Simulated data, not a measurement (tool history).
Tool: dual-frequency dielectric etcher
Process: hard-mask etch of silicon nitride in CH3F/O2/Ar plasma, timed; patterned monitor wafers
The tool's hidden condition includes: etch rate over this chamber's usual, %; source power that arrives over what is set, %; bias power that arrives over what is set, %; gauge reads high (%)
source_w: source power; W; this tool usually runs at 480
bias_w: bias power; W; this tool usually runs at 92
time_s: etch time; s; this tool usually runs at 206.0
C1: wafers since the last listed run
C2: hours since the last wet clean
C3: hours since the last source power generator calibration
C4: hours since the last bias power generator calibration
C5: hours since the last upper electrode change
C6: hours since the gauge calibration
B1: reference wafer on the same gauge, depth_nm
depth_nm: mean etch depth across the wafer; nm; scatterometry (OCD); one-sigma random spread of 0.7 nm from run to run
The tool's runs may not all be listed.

{"run": 1, "hour": 0.0, "source_w": 480, "bias_w": 92, "time_s": 206.0, "C1": 0, "C2": 78.3, "C3": 3374.9, "C4": 1771.2, "C5": 2681.2, "C6": 6.9, "B1": 158.3, "depth_nm": 165.0}
{"run": 2, "hour": 31.5, "source_w": 480, "bias_w": 92, "time_s": 206.0, "C1": 137, "C2": 109.8, "C3": 3406.4, "C4": 1802.7, "C5": 2712.7, "C6": 38.4, "B1": 157.2, "depth_nm": 164.6}
{"run": 3, "hour": 69.9, "source_w": 480, "bias_w": 92, "time_s": 206.0, "C1": 167, "C2": 148.2, "C3": 3444.8, "C4": 1841.1, "C5": 2751.1, "C6": 76.8, "B1": 156.8, "depth_nm": 163.4}
{"run": 4, "hour": 127.6, "source_w": 480, "bias_w": 92, "time_s": 244.5, "C1": 251, "C2": 205.9, "C3": 3502.5, "C4": 1898.8, "C5": 2808.8, "C6": 134.5, "B1": 156.1, "depth_nm": 194.2}
{"run": 5, "hour": 156.5, "source_w": 480, "bias_w": 92, "time_s": 244.5, "C1": 126, "C2": 234.8, "C3": 3531.4, "C4": 1927.7, "C5": 2837.7, "C6": 163.4, "B1": 155.8, "depth_nm": 194.5}
{"run": 6, "hour": 185.7, "source_w": 480, "bias_w": 92, "time_s": 244.5, "C1": 127, "C2": 264.0, "C3": 3560.6, "C4": 1956.9, "C5": 2866.9, "C6": 192.6, "B1": 155.6, "depth_nm": 193.1}
{"run": 7, "hour": 224.3, "source_w": 480, "bias_w": 92, "time_s": 206.0, "C1": 168, "C2": 302.6, "C3": 3599.2, "C4": 1995.5, "C5": 2905.5, "C6": 231.2, "B1": 155.0, "depth_nm": 162.6}
{"run": 8, "hour": 284.4, "source_w": 480, "bias_w": 92, "time_s": 206.0, "C1": 262, "C2": 362.7, "C3": 3659.3, "C4": 2055.6, "C5": 2965.6, "C6": 291.3, "B1": 154.6, "depth_nm": 161.2}
{"run": 9, "hour": 334.7, "source_w": 480, "bias_w": 92, "time_s": 206.0, "C1": 219, "C2": 413.0, "C3": 3709.6, "C4": 2105.9, "C5": 3015.9, "C6": 341.6, "B1": 154.2, "depth_nm": 162.1}
{"run": 10, "hour": 395.3, "source_w": 480, "bias_w": 92, "time_s": 206.0, "C1": 264, "C2": 473.6, "C3": 3770.2, "C4": 2166.5, "C5": 3076.5, "C6": 402.2, "B1": 154.0, "depth_nm": 161.6}
{"hour": 461.8, "done": "wet clean of the chamber"}
{"run": 11, "hour": 463.5, "source_w": 410, "bias_w": 92, "time_s": 206.0, "C1": 192, "C2": 1.7, "C3": 3838.4, "C4": 2234.7, "C5": 3144.7, "C6": 470.4, "B1": 153.6, "depth_nm": 148.8}
{"run": 12, "hour": 522.4, "source_w": 410, "bias_w": 92, "time_s": 206.0, "C1": 257, "C2": 60.6, "C3": 3897.3, "C4": 2293.6, "C5": 3203.6, "C6": 529.3, "B1": 153.5, "depth_nm": 148.6}
{"run": 13, "hour": 561.2, "source_w": 410, "bias_w": 92, "time_s": 206.0, "C1": 169, "C2": 99.4, "C3": 3936.1, "C4": 2332.4, "C5": 3242.4, "C6": 568.1, "B1": 152.9, "depth_nm": 148.2}
{"run": 14, "hour": 591.5, "source_w": 510, "bias_w": 92, "time_s": 206.0, "C1": 132, "C2": 129.7, "C3": 3966.4, "C4": 2362.7, "C5": 3272.7, "C6": 598.4, "B1": 153.0, "depth_nm": 165.1}
{"run": 15, "hour": 653.5, "source_w": 480, "bias_w": 92, "time_s": 206.0, "C1": 270, "C2": 191.7, "C3": 4028.4, "C4": 2424.7, "C5": 3334.7, "C6": 660.4, "B1": 153.0, "depth_nm": 160.1}
{"run": 16, "hour": 717.9, "source_w": 400, "bias_w": 92, "time_s": 206.0, "C1": 281, "C2": 256.1, "C3": 4092.8, "C4": 2489.1, "C5": 3399.1, "C6": 724.8, "B1": 152.4, "depth_nm": 145.4}
{"run": 17, "hour": 773.9, "source_w": 380, "bias_w": 76, "time_s": 254.0, "C1": 244, "C2": 312.1, "C3": 4148.8, "C4": 2545.1, "C5": 3455.1, "C6": 780.8, "B1": 152.5, "depth_nm": 165.2}
{"hour": 794.2, "done": "source power generator calibrated"}
{"run": 18, "hour": 799.6, "source_w": 440, "bias_w": 92, "time_s": 206.0, "C1": 94, "C2": 337.8, "C3": 5.4, "C4": 2570.8, "C5": 3480.8, "C6": 806.5, "B1": 152.7, "depth_nm": 151.7}
{"run": 19, "hour": 842.1, "source_w": 480, "bias_w": 100, "time_s": 206.0, "C1": 185, "C2": 380.3, "C3": 47.9, "C4": 2613.3, "C5": 3523.3, "C6": 849.0, "B1": 152.8, "depth_nm": 163.7}
{"hour": 870.7, "done": "gauge calibrated"}
{"hour": 912.3, "done": "bias power generator calibrated"}
{"run": 20, "hour": 912.8, "source_w": 480, "bias_w": 92, "time_s": 206.0, "C1": 291, "C2": 451.0, "C3": 118.6, "C4": 0.5, "C5": 3594.0, "C6": 42.1, "B1": 157.2, "depth_nm": 165.1}
{"hour": 952.9, "done": "wet clean of the chamber"}
{"run": 21, "hour": 953.4, "source_w": 480, "bias_w": 81, "time_s": 261.5, "C1": 72, "C2": 0.5, "C3": 159.2, "C4": 41.1, "C5": 3634.6, "C6": 82.7, "B1": 156.8, "depth_nm": 201.1}
{"hour": 987.0, "done": "upper electrode replaced"}
{"run": 22, "hour": 1003.7, "source_w": 480, "bias_w": 104, "time_s": 206.0, "C1": 114, "C2": 50.8, "C3": 209.5, "C4": 91.4, "C5": 16.7, "C6": 133.0, "B1": 156.2, "depth_nm": 170.5}
{"run": 23, "hour": 1027.9, "source_w": 370, "bias_w": 111, "time_s": 257.0, "C1": 105, "C2": 75.0, "C3": 233.7, "C4": 115.6, "C5": 40.9, "C6": 157.2, "B1": 155.9, "depth_nm": 187.8}
{"run": 24, "hour": 1070.5, "source_w": 420, "bias_w": 92, "time_s": 206.0, "C1": 185, "C2": 117.6, "C3": 276.3, "C4": 158.2, "C5": 83.5, "C6": 199.8, "B1": 155.3, "depth_nm": 151.1}
{"run": 25, "hour": 1095.5, "source_w": 480, "bias_w": 108, "time_s": 246.5, "C1": 109, "C2": 142.6, "C3": 301.3, "C4": 183.2, "C5": 108.5, "C6": 224.8, "B1": 155.0, "depth_nm": 204.4}
{"run": 26, "hour": 1159.9, "source_w": 530, "bias_w": 92, "time_s": 206.0, "C1": 281, "C2": 207.0, "C3": 365.7, "C4": 247.6, "C5": 172.9, "C6": 289.2, "B1": 154.3, "depth_nm": 170.4}
{"run": 27, "hour": 1187.5, "source_w": 420, "bias_w": 71, "time_s": 160.5, "C1": 120, "C2": 234.6, "C3": 393.3, "C4": 275.2, "C5": 200.5, "C6": 316.8, "B1": 154.2, "depth_nm": 109.5}
{"run": 28, "hour": 1259.4, "source_w": 480, "bias_w": 92, "time_s": 206.0, "C1": 313, "C2": 306.5, "C3": 465.2, "C4": 347.1, "C5": 272.4, "C6": 388.7, "B1": 153.8, "depth_nm": 161.4}

Forecast each of these 4 alternatives for the next run:
{"run": "A", "hour": 1259.9, "source_w": 480, "bias_w": 92, "time_s": 206.0, "C1": 2, "C2": 307.0, "C3": 465.7, "C4": 347.6, "C5": 272.9, "C6": 389.2, "B1": "?", "depth_nm": "?"}
{"run": "B", "hour": 1259.9, "source_w": 530, "bias_w": 92, "time_s": 146.5, "C1": 2, "C2": 307.0, "C3": 465.7, "C4": 347.6, "C5": 272.9, "C6": 389.2, "B1": "?", "depth_nm": "?"}
{"run": "C", "hour": 1259.9, "source_w": 480, "bias_w": 92, "time_s": 255.0, "C1": 2, "C2": 307.0, "C3": 465.7, "C4": 347.6, "C5": 272.9, "C6": 389.2, "B1": "?", "depth_nm": "?"}
{"run": "D", "hour": 1259.9, "source_w": 410, "bias_w": 75, "time_s": 161.5, "C1": 2, "C2": 307.0, "C3": 465.7, "C4": 347.6, "C5": 272.9, "C6": 389.2, "B1": "?", "depth_nm": "?"}

run=A B1=153.7 depth_nm=161.1
run=B B1=153.7 depth_nm=120.4
run=C B1=153.7 depth_nm=199.4
run=D B1=153.7 depth_nm=110.0
Had the tool no hidden state, the same runs would have come out as:
run=A depth_nm=165.4
run=B depth_nm=123.7
run=C depth_nm=204.8
run=D depth_nm=113.0
